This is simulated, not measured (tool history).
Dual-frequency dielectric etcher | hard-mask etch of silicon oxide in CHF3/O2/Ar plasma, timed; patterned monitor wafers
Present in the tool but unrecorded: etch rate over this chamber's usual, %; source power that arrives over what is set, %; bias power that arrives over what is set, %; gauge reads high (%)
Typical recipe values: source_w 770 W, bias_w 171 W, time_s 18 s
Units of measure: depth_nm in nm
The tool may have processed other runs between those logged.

run   hour  source_w  bias_w  time_s  wafers since the last listed run  hours since the last wet clean  hours since the last source power generator calibration  hours since the last bias power generator calibration  hours since the last upper electrode change  hours since the gauge calibration  read-back reference wafer on the same gauge, depth_nm  depth_nm
  1    0.0       690     171      18                                 0                           505.8                                                   1900.3                                                 1005.5                                       1457.1                              463.0                                                  32.87     32.17
      35.7  -- wet clean of the chamber
  2   67.8       690     171      18                               412                            32.1                                                   1968.1                                                 1073.3                                       1524.9                              530.8                                                  32.78     31.50
  3  118.4       690     171      18                               476                            82.7                                                   2018.7                                                 1123.9                                       1575.5                              581.4                                                  32.79     31.60
  4  170.1       770     171      18                               486                           134.4                                                   2070.4                                                 1175.6                                       1627.2                              633.1                                                  32.78     33.86
     206.1  -- gauge calibrated
  5  236.3       770     171      18                               623                           200.6                                                   2136.6                                                 1241.8                                       1693.4                               30.2                                                  32.82     33.49
  6  306.0       770     171      20                               656                           270.3                                                   2206.3                                                 1311.5                                       1763.1                               99.9                                                  32.80     37.47
  7  334.2       770     171      18                               265                           298.5                                                   2234.5                                                 1339.7                                       1791.3                              128.1                                                  32.78     33.92
  8  360.7       770     171      18                               249                           325.0                                                   2261.0                                                 1366.2                                       1817.8                              154.6                                                  32.84     33.74
  9  385.8       770     171      18                               236                           350.1                                                   2286.1                                                 1391.3                                       1842.9                              179.7                                                  32.76     34.29
 10  425.5       770     171      18                               373                           389.8                                                   2325.8                                                 1431.0                                       1882.6                              219.4                                                  32.78     34.25
     449.1  -- source power generator calibrated
 11  458.2       770     171      18                               270                           422.5                                                      9.1                                                 1463.7                                       1915.3                              252.1                                                  32.76     34.21

For run 12, what comes out?
     507.8  -- wet clean of the chamber
     526.1  -- upper electrode replaced
 12  526.6       920     210      23                               246                            18.8                                                     77.5                                                 1532.1                                          0.5                              320.5                                                      ?         ?

Run 12 gave read-back reference wafer on the same gauge, depth_nm 32.80, depth_nm 50.82 nm.
Had the tool carried no hidden state, the very same run would have given depth_nm 50.68 nm.
